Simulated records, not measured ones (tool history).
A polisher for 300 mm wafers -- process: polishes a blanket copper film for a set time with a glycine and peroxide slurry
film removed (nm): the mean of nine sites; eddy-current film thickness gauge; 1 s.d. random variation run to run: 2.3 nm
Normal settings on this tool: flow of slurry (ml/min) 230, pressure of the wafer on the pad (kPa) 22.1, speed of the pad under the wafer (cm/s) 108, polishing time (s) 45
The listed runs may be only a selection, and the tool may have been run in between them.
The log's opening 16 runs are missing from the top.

run	hour	flow of slurry (ml/min)	pressure of the wafer on the pad (kPa)	speed of the pad under the wafer (cm/s)	polishing time (s)	incoming thickness of the incoming film, nm	film removed (nm)
# hour 208.4: worn pad replaced by a new one
17	208.9	180	22.1	108	45	1096.5	280.3
18	212.7	230	22.1	108	45	1077.6	290.2
19	221.9	230	25.5	132	51	1103.7	444.5
20	237.5	260	22.1	108	45	1080.1	295
21	248.8	300	15.2	108	31	1072.9	149.5
22	259.4	230	24.1	108	45	1083.3	313.2
23	276.3	230	22.1	108	45	1058.4	292
24	284.5	230	22.1	84	45	1083.9	235.9

Run 25 has not been measured yet. What should we expect?
25	296.4	230	14.5	78	45	1056.9	?

{"run 25": {"film removed (nm)": 163.3}}
On a tool with no hidden condition, and with the same random variation, this run would have come out at film removed (nm) 163.3.
